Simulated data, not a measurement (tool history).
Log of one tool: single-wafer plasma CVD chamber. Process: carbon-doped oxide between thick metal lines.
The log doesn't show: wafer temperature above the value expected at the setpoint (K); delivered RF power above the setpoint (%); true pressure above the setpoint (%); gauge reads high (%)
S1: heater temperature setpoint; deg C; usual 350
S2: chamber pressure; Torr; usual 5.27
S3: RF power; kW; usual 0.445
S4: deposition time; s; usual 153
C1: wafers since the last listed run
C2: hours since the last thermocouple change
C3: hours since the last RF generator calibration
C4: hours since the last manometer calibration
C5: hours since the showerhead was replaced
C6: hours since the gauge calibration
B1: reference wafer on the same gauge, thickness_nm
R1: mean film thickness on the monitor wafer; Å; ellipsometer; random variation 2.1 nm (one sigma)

run   hour   S1    S2     S3   S4   C1      C2      C3      C4      C5     C6       B1       R1
  1    0.0  350  5.27  0.445  136    0  2327.5  1226.6  1777.4  6405.7  218.3  605.244  5713.69
  2   16.8  350  5.27  0.445  153  226  2344.3  1243.4  1794.2  6422.5  235.1  603.589  6380.67
  3   41.6  350  5.27  0.445  153  335  2369.1  1268.2  1819.0  6447.3  259.9  604.109  6353.62
  4   59.4  350  5.27  0.445  153  240  2386.9  1286.0  1836.8  6465.1  277.7  603.983  6369.93
      70.5  -- gauge calibrated
  5   73.1  350  5.27  0.445  153  185  2400.6  1299.7  1850.5  6478.8    2.6  610.125  6438.87
  6  102.9  350  5.27  0.505  153  402  2430.4  1329.5  1880.3  6508.6   32.4  609.572  7142.03
  7  134.8  350  5.27  0.505  153  430  2462.3  1361.4  1912.2  6540.5   64.3  608.434  7105.37
  8  160.4  350  5.27  0.395  153  345  2487.9  1387.0  1937.8  6566.1   89.9  608.854  5753.51
  9  181.6  350  5.27  0.480  159  286  2509.1  1408.2  1959.0  6587.3  111.1  608.370  7104.41
     209.3  -- capacitance manometer re-zeroed and calibrated
 10  217.5  350  5.27  0.480  159  376  2545.0  1444.1     8.2  6623.2  147.0  606.752  7102.06
 11  242.3  361  5.27  0.445  123  335  2569.8  1468.9    33.0  6648.0  171.8  605.939  5007.72
 12  267.7  350  6.45  0.360  138  343  2595.2  1494.3    58.4  6673.4  197.2  604.883  4790.39
 13  296.0  350  5.27  0.360  153  382  2623.5  1522.6    86.7  6701.7  225.5  604.511  5176.09
 14  323.7  350  5.27  0.445  153  374  2651.2  1550.3   114.4  6729.4  253.2  604.552  6356.36
 15  341.9  350  6.09  0.445  153  245  2669.4  1568.5   132.6  6747.6  271.4  604.380  6468.65

The next listed run, before its measurement:
     350.2  -- gauge calibrated
 16  366.8  350  5.27  0.445  168  336  2694.3  1593.4  157.5  6772.5  16.6   ?   ?

{"run 16": {"B1": 610.986, "R1": 7037.71}}
Without the tool's hidden state the same run would have given R1 7039.24 Å.
